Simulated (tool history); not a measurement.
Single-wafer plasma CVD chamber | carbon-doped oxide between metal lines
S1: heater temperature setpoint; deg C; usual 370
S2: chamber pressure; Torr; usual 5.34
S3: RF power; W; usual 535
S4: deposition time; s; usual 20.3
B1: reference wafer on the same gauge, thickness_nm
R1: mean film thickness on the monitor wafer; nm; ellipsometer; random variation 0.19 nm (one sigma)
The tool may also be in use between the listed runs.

run,hour,S1,S2,S3,S4,B1,R1
1,0.0,377,5.34,590,20.3,115.022,98.557
2,64.6,377,5.34,590,20.3,115.009,98.328
3,107.2,370,5.34,535,20.3,114.971,96.036
4,178.3,370,5.34,535,20.3,115.010,95.716
5,238.0,370,5.34,535,20.3,114.999,95.500
6,286.0,370,4.65,535,20.3,115.027,93.833
7,346.0,384,5.71,535,17.6,114.976,81.699
8,433.7,370,4.93,535,20.3,115.065,94.734
9,480.7,370,5.34,535,20.3,115.023,96.001
10,525.8,370,5.34,535,23.1,115.011,109.088
11,564.5,359,5.34,495,20.3,115.062,94.971
12,600.8,370,5.34,535,20.3,115.002,95.841
13,656.8,360,4.05,470,23.0,115.001,101.166
14,724.3,364,5.34,595,20.3,115.016,102.244
15,778.2,374,5.34,485,20.3,115.002,90.955
16,863.8,382,5.97,625,20.3,114.953,101.075
17,927.4,370,5.34,535,18.3,115.038,86.557
18,1217.5,370,5.34,535,20.3,115.052,95.398
19,1260.6,370,5.34,535,20.3,115.071,95.759
20,1332.4,370,5.34,535,20.3,115.007,95.686
21,1439.0,370,5.34,535,20.3,114.965,95.954
22,1483.4,356,4.59,620,24.1,115.025,122.825
23,1570.6,370,4.17,605,20.3,115.013,97.944
24,1674.9,370,5.34,575,20.3,115.010,98.912
25,1731.7,370,5.34,535,19.0,115.109,89.891
26,1791.9,357,4.21,535,20.3,114.982,95.816
27,1834.0,370,5.34,535,20.3,115.023,95.934

Not shown: 6 entries that the log had between the listed runs. Between which runs, and how does the tool's hidden state differ before and after?
Between runs 1 and 2: thermocouple changed; heater temperature recalibrated (hour 17.7)
  no hidden state differs between the two runs
Between runs 2 and 3: showerhead replaced (hour 102.8)
  no hidden state differs between the two runs
Between runs 12 and 13: capacitance manometer re-zeroed and calibrated (hour 650.8)
  no hidden state differs between the two runs
Between runs 13 and 14: RF generator calibrated (hour 718.9)
  no hidden state differs between the two runs
Between runs 17 and 18: gauge calibrated (hour 1118.7)
  no hidden state differs between the two runs
Between runs 22 and 23: RF generator calibrated (hour 1528.2)
  no hidden state differs between the two runs
